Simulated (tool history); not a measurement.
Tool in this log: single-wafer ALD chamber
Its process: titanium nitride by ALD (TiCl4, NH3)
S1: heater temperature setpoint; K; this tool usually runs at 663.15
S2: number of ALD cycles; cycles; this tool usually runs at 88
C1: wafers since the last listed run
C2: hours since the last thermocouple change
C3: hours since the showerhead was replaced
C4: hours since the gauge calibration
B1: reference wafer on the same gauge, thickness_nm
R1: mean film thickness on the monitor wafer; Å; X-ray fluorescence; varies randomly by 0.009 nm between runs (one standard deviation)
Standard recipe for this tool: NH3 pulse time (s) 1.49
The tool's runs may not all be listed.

Run 1, hour 0: usual settings; C1 0; C2 820.4; C3 4887; C4 1302.3; B1 1.796. Result: R1 18.3 Å.
Run 2, hour 29.2: usual settings; C1 113; C2 849.6; C3 4916.2; C4 1331.5; B1 1.799. Result: R1 18.31 Å.
Run 3, hour 82.1: usual settings; C1 206; C2 902.5; C3 4969.1; C4 1384.4; B1 1.803. Result: R1 18.36 Å.
Run 4, hour 125.1: usual settings; C1 167; C2 945.5; C3 5012.1; C4 1427.4; B1 1.802. Result: R1 18.57 Å.
Run 5, hour 159.9: usual settings; C1 135; C2 980.3; C3 5046.9; C4 1462.2; B1 1.802. Result: R1 18.45 Å.
Run 6, hour 228.7: usual settings; C1 268; C2 1049.1; C3 5115.7; C4 1531; B1 1.801. Result: R1 18.56 Å.
Run 7, hour 299: usual settings; C1 274; C2 1119.4; C3 5186; C4 1601.3; B1 1.8. Result: R1 18.32 Å.
Run 8, hour 349.1: usual settings; C1 195; C2 1169.5; C3 5236.1; C4 1651.4; B1 1.802. Result: R1 18.33 Å.
Run 9, hour 382.1: usual settings but S1 667.15 K; C1 128; C2 1202.5; C3 5269.1; C4 1684.4; B1 1.8. Result: R1 18.51 Å.
Run 10, hour 427.8: usual settings; C1 178; C2 1248.2; C3 5314.8; C4 1730.1; B1 1.803. Result: R1 18.15 Å.
Run 11, hour 481.7: usual settings; C1 210; C2 1302.1; C3 5368.7; C4 1784; B1 1.8. Result: R1 18.39 Å.
Run 12, hour 533.9: usual settings; C1 203; C2 1354.3; C3 5420.9; C4 1836.2; B1 1.798. Result: R1 18.47 Å.
Run 13, hour 588.7: usual settings; C1 213; C2 1409.1; C3 5475.7; C4 1891; B1 1.802. Result: R1 18.42 Å.
Run 14, hour 643.9: usual settings; C1 215; C2 1464.3; C3 5530.9; C4 1946.2; B1 1.798. Result: R1 18.4 Å.
Run 15, hour 688.7: usual settings but S2 100 cycles; C1 174; C2 1509.1; C3 5575.7; C4 1991; B1 1.8. Result: R1 20.72 Å.
At hour 765.8: showerhead replaced.
Run 16, hour 766.3: usual settings; C1 271; C2 1586.7; C3 0.5; C4 2068.6; B1 1.8. Result: R1 18.58 Å.
Run 17, hour 809.9: usual settings; C1 170; C2 1630.3; C3 44.1; C4 2112.2; B1 1.801. Result: R1 18.39 Å.
At hour 839.7: thermocouple changed; heater temperature recalibrated.
Run 18, hour 847: usual settings but S1 656.15 K; C1 113; C2 7.3; C3 81.2; C4 2149.3; B1 1.797. Result: R1 18.26 Å.
Run 19, hour 915.5: usual settings but S1 648.15 K, S2 78 cycles, NH3 pulse time (s) 1.13; C1 267; C2 75.8; C3 149.7; C4 2217.8; B1 1.8. Result: R1 15.55 Å.
Run 20, hour 976.4: usual settings but S1 671.15 K, S2 77 cycles, NH3 pulse time (s) 1.04; C1 237; C2 136.7; C3 210.6; C4 2278.7; B1 1.799. Result: R1 15.85 Å.
Run 21, hour 1018.4: usual settings; C1 163; C2 178.7; C3 252.6; C4 2320.7; B1 1.799. Result: R1 18.37 Å.
Run 22, hour 1081.2: usual settings but S1 651.15 K, S2 102 cycles; C1 244; C2 241.5; C3 315.4; C4 2383.5; B1 1.797. Result: R1 20.95 Å.
Run 23, hour 1125.4: usual settings but S2 97 cycles, NH3 pulse time (s) 1.66; C1 172; C2 285.7; C3 359.6; C4 2427.7; B1 1.804. Result: R1 20.31 Å.
Run 24, hour 1152.7: usual settings but S1 668.15 K, S2 82 cycles; C1 106; C2 313; C3 386.9; C4 2455; B1 1.801. Result: R1 17.13 Å.
Run 25, hour 1217.7: usual settings; C1 253; C2 378; C3 451.9; C4 2520; B1 1.798. Result: R1 18.44 Å.
Run 26, hour 1258.8: usual settings but S2 82 cycles, NH3 pulse time (s) 1.66; C1 160; C2 419.1; C3 493; C4 2561.1; B1 1.798. Result: R1 17.29 Å.
Run 27, hour 1303.2: usual settings but S1 671.15 K, S2 77 cycles, NH3 pulse time (s) 1.04; C1 173; C2 463.5; C3 537.4; C4 2605.5; B1 1.797. Result: R1 15.85 Å.
Run 28, hour 1374: usual settings but S1 655.15 K, S2 105 cycles, NH3 pulse time (s) 2.03; C1 276; C2 534.3; C3 608.2; C4 2676.3; B1 1.797. Result: R1 22.06 Å.
Run 29, hour 1403.6: usual settings; C1 115; C2 563.9; C3 637.8; C4 2705.9; B1 1.801. Result: R1 18.27 Å.
At hour 1457: gauge calibrated.
Run 30, hour 1472.1: usual settings but S1 651.15 K, S2 75 cycles; C1 267; C2 632.4; C3 706.3; C4 15.1; B1 1.804. Result: R1 15.24 Å.
Run 31, hour 1512.9: usual settings; C1 159; C2 673.2; C3 747.1; C4 55.9; B1 1.799. Result: R1 18.42 Å.
Run 32, hour 1563.1: usual settings; C1 195; C2 723.4; C3 797.3; C4 106.1; B1 1.798. Result: R1 18.3 Å.
Run 33, hour 1591.3: usual settings; C1 109; C2 751.6; C3 825.5; C4 134.3; B1 1.802. Result: R1 18.37 Å.
Run 34, hour 1624.6: usual settings but S1 677.15 K; C1 129; C2 784.9; C3 858.8; C4 167.6; B1 1.802. Result: R1 18.59 Å.
Run 35, hour 1679.7: usual settings; C1 214; C2 840; C3 913.9; C4 222.7; B1 1.801. Result: R1 18.37 Å.
Run 36, hour 1720.2: usual settings but S1 657.15 K, S2 93 cycles, NH3 pulse time (s) 1.19; C1 157; C2 880.5; C3 954.4; C4 263.2; B1 1.802. Result: R1 18.88 Å.
Run 37, hour 1792.2: usual settings; C1 280; C2 952.5; C3 1026.4; C4 335.2; B1 1.8. Result: R1 18.56 Å.
Run 38, hour 1848.3: usual settings but S1 658.15 K, S2 73 cycles; C1 218; C2 1008.6; C3 1082.5; C4 391.3; B1 1.801. Result: R1 15.13 Å.
Run 39, hour 1906.8: usual settings but S2 94 cycles; C1 228; C2 1067.1; C3 1141; C4 449.8; B1 1.797. Result: R1 19.6 Å.
Run 40, hour 1966.5: usual settings but S1 674.15 K, S2 80 cycles, NH3 pulse time (s) 1.1; C1 232; C2 1126.8; C3 1200.7; C4 509.5; B1 1.8. Result: R1 16.84 Å.

Describe how what the log doesn't record of the tool's condition differs between the last listed run preceding each entry between runs and the first listed run following it.
After run 15, before run 16: showerhead replaced (hour 765.8)
  no difference in the tool's unlogged condition between these two runs
After run 17, before run 18: thermocouple changed; heater temperature recalibrated (hour 839.7)
  no difference in the tool's unlogged condition between these two runs
After run 29, before run 30: gauge calibrated (hour 1457)
  no difference in the tool's unlogged condition between these two runs
